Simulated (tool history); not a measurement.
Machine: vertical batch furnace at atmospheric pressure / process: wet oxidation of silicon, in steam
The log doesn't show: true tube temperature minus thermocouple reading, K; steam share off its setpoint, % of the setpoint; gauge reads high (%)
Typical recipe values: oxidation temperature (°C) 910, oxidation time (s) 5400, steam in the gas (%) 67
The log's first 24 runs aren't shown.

run	hour	oxidation temperature (°C)	oxidation time (s)	steam in the gas (%)	wafers since the last listed run	hours since the last temperature calibration	hours since the steam generator was serviced	hours since the gauge calibration	read-back reference wafer on the same gauge, thickness	oxide thickness on the monitor wafer (nm)
# hour 2029.0: gauge calibrated
25	2062.3	900	3330	59	1543	309.1	315.6	33.3	240.44	137.00
26	2157.1	896	3090	72	1622	403.9	410.4	128.1	240.00	140.84
27	2209.1	910	7110	74	889	455.9	462.4	180.1	239.68	295.66
28	2301.0	931	7080	75	1572	547.8	554.3	272.0	239.85	357.57
29	2389.2	910	5400	67	1509	636.0	642.5	360.2	240.21	225.48
30	2474.6	931	4140	62	1461	721.4	727.9	445.6	239.86	212.29
31	2555.8	899	5400	78	1389	802.6	809.1	526.8	240.00	222.75
32	2644.4	910	2940	60	1516	891.2	897.7	615.4	239.80	137.42
33	2706.0	890	5400	67	1054	952.8	959.3	677.0	239.89	180.14
34	2757.4	919	3720	76	879	1004.2	1010.7	728.4	239.85	205.52
35	2831.3	910	5400	67	1264	1078.1	1084.6	802.3	240.08	223.36
36	2870.4	910	5400	60	669	1117.2	1123.7	841.4	239.86	207.39
37	2926.1	902	3300	63	953	1172.9	1179.4	897.1	239.93	141.03
38	3028.3	935	5400	67	1749	1275.1	1281.6	999.3	240.32	279.85
39	3097.0	933	4620	57	1175	1343.8	1350.3	1068.0	240.07	218.59

Forecast each of these 3 alternatives for the next run:
A	3102.2	910	7500	67	88	1349.0	1355.5	1073.2	?	?
B	3102.2	928	7110	67	88	1349.0	1355.5	1073.2	?	?
C	3102.2	921	5400	64	88	1349.0	1355.5	1073.2	?	?

run	read-back reference wafer on the same gauge, thickness	oxide thickness on the monitor wafer (nm)
A	239.98	282.68
B	239.98	320.12
C	239.98	239.39
Had the tool no hidden state, the same runs would have come out as:
run	oxide thickness on the monitor wafer (nm)
A	295.06
B	333.93
C	249.66
